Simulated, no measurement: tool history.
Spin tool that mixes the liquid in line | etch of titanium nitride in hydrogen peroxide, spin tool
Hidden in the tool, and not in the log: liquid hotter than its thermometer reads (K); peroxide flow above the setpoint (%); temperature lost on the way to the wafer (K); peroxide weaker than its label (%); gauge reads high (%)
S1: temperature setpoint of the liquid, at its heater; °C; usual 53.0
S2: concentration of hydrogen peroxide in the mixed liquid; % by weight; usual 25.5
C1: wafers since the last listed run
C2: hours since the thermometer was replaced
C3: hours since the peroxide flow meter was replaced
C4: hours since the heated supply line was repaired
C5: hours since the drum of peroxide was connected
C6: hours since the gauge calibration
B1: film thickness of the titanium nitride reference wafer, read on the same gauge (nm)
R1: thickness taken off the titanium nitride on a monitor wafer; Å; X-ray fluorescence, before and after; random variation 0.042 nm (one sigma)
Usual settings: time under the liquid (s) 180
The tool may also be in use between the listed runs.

{"run": 1, "hour": 0.0, "S1": 53.0, "S2": 25.5, "time under the liquid (s)": 180, "C1": 0, "C2": 1899.7, "C3": 486.6, "C4": 2852.6, "C5": 315.3, "C6": 135.6, "B1": 90.0, "R1": 88.0}
{"run": 2, "hour": 28.2, "S1": 53.0, "S2": 25.5, "time under the liquid (s)": 180, "C1": 152, "C2": 1927.9, "C3": 514.8, "C4": 2880.8, "C5": 343.5, "C6": 163.8, "B1": 90.01, "R1": 88.0}
{"run": 3, "hour": 70.9, "S1": 46.5, "S2": 25.5, "time under the liquid (s)": 180, "C1": 230, "C2": 1970.6, "C3": 557.5, "C4": 2923.5, "C5": 386.2, "C6": 206.5, "B1": 90.02, "R1": 55.0}
{"hour": 73.0, "done": "peroxide flow meter replaced"}
{"hour": 98.6, "done": "new drum of peroxide connected"}
{"run": 4, "hour": 136.9, "S1": 53.0, "S2": 27.5, "time under the liquid (s)": 180, "C1": 345, "C2": 2036.6, "C3": 63.9, "C4": 2989.5, "C5": 38.3, "C6": 272.5, "B1": 90.0, "R1": 89.9}
{"run": 5, "hour": 163.3, "S1": 53.0, "S2": 25.5, "time under the liquid (s)": 180, "C1": 142, "C2": 2063.0, "C3": 90.3, "C4": 3015.9, "C5": 64.7, "C6": 298.9, "B1": 89.98, "R1": 89.6}
{"run": 6, "hour": 226.7, "S1": 53.0, "S2": 25.5, "time under the liquid (s)": 180, "C1": 342, "C2": 2126.4, "C3": 153.7, "C4": 3079.3, "C5": 128.1, "C6": 362.3, "B1": 89.99, "R1": 88.3}
{"run": 7, "hour": 257.9, "S1": 53.0, "S2": 25.5, "time under the liquid (s)": 180, "C1": 168, "C2": 2157.6, "C3": 184.9, "C4": 3110.5, "C5": 159.3, "C6": 393.5, "B1": 90.02, "R1": 88.8}
{"run": 8, "hour": 290.9, "S1": 53.0, "S2": 25.5, "time under the liquid (s)": 180, "C1": 178, "C2": 2190.6, "C3": 217.9, "C4": 3143.5, "C5": 192.3, "C6": 426.5, "B1": 90.01, "R1": 88.6}
{"run": 9, "hour": 333.7, "S1": 53.0, "S2": 25.5, "time under the liquid (s)": 180, "C1": 231, "C2": 2233.4, "C3": 260.7, "C4": 3186.3, "C5": 235.1, "C6": 469.3, "B1": 90.0, "R1": 89.3}
{"run": 10, "hour": 377.8, "S1": 53.0, "S2": 20.0, "time under the liquid (s)": 180, "C1": 238, "C2": 2277.5, "C3": 304.8, "C4": 3230.4, "C5": 279.2, "C6": 513.4, "B1": 90.0, "R1": 84.0}
{"run": 11, "hour": 441.9, "S1": 61.5, "S2": 25.5, "time under the liquid (s)": 180, "C1": 345, "C2": 2341.6, "C3": 368.9, "C4": 3294.5, "C5": 343.3, "C6": 577.5, "B1": 90.0, "R1": 158.7}
{"hour": 465.2, "done": "new drum of peroxide connected"}
{"run": 12, "hour": 486.2, "S1": 45.0, "S2": 28.0, "time under the liquid (s)": 180, "C1": 233, "C2": 2385.9, "C3": 413.2, "C4": 3338.8, "C5": 21.0, "C6": 621.8, "B1": 90.0, "R1": 50.8}
{"run": 13, "hour": 514.1, "S1": 44.5, "S2": 30.0, "time under the liquid (s)": 90, "C1": 150, "C2": 2413.8, "C3": 441.1, "C4": 3366.7, "C5": 48.9, "C6": 649.7, "B1": 89.98, "R1": 24.7}
{"hour": 517.7, "done": "thermometer replaced"}
{"hour": 524.3, "done": "gauge calibrated"}
{"run": 14, "hour": 554.4, "S1": 53.0, "S2": 25.5, "time under the liquid (s)": 180, "C1": 212, "C2": 36.7, "C3": 481.4, "C4": 3407.0, "C5": 89.2, "C6": 30.1, "B1": 90.01, "R1": 88.9}
{"run": 15, "hour": 583.4, "S1": 53.0, "S2": 25.5, "time under the liquid (s)": 250, "C1": 156, "C2": 65.7, "C3": 510.4, "C4": 3436.0, "C5": 118.2, "C6": 59.1, "B1": 89.99, "R1": 124.0}

The next listed run, before its measurement:
{"hour": 633.5, "done": "heated supply line repaired"}
{"hour": 650.4, "done": "peroxide flow meter replaced"}
{"run": 16, "hour": 654.6, "S1": 61.0, "S2": 29.0, "time under the liquid (s)": 180, "C1": 373, "C2": 136.9, "C3": 4.2, "C4": 21.1, "C5": 189.4, "C6": 130.3, "B1": "?", "R1": "?"}

Run 16 gave B1 89.99, R1 157.9 Å.
Without the tool's hidden state the same run would have given R1 159.3 Å.

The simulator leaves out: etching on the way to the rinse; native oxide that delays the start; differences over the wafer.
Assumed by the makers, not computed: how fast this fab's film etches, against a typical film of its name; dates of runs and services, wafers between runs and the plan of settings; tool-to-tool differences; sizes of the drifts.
